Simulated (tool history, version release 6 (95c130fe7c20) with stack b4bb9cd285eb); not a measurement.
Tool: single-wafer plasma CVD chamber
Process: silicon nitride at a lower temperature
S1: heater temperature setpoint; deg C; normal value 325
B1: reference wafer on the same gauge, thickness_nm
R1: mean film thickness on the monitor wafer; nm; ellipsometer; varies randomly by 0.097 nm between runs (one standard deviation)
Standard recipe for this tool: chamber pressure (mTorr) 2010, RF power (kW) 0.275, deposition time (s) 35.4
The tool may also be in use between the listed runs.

Run 1, hour 0.0: usual settings; B1 40.303. Result: R1 43.909 nm.
Run 2, hour 68.6: usual settings; B1 40.316. Result: R1 43.858 nm.
Run 3, hour 146.7: usual settings; B1 40.323. Result: R1 43.950 nm.
Run 4, hour 219.1: usual settings but deposition time (s) 37.3; B1 40.295. Result: R1 46.280 nm.
Run 5, hour 320.5: usual settings but deposition time (s) 37.3; B1 40.308. Result: R1 46.232 nm.
Run 6, hour 411.8: usual settings but S1 318 deg C, RF power (kW) 0.235; B1 40.292. Result: R1 39.596 nm.
Run 7, hour 497.1: usual settings; B1 40.310. Result: R1 43.909 nm.
Run 8, hour 594.0: usual settings; B1 40.278. Result: R1 44.157 nm.
Run 9, hour 630.7: usual settings but S1 331 deg C; B1 40.285. Result: R1 43.919 nm.
At hour 727.4: gauge calibrated.
At hour 731.5: thermocouple changed; heater temperature recalibrated.
Run 10, hour 796.6: usual settings; B1 40.304. Result: R1 43.920 nm.
At hour 841.5: RF generator calibrated.
Run 11, hour 844.1: usual settings but chamber pressure (mTorr) 1770; B1 40.304. Result: R1 41.923 nm.
At hour 900.0: showerhead replaced.
Run 12, hour 900.5: usual settings but chamber pressure (mTorr) 1770; B1 40.292. Result: R1 42.126 nm.
Run 13, hour 958.0: usual settings; B1 40.279. Result: R1 44.224 nm.
Run 14, hour 1009.5: usual settings but chamber pressure (mTorr) 1770; B1 40.298. Result: R1 42.082 nm.
Run 15, hour 1068.2: usual settings but chamber pressure (mTorr) 1700, deposition time (s) 32.5; B1 40.297. Result: R1 37.823 nm.

For run 16, what comes out?
Run 16, hour 1154.8: usual settings but S1 320 deg C, RF power (kW) 0.230; B1 ?. Result: R1 ?.

{"run 16": {"B1": 40.309, "R1": 39.338}}
Minus the tool's unlogged condition, the same run would have read R1 38.677 nm.
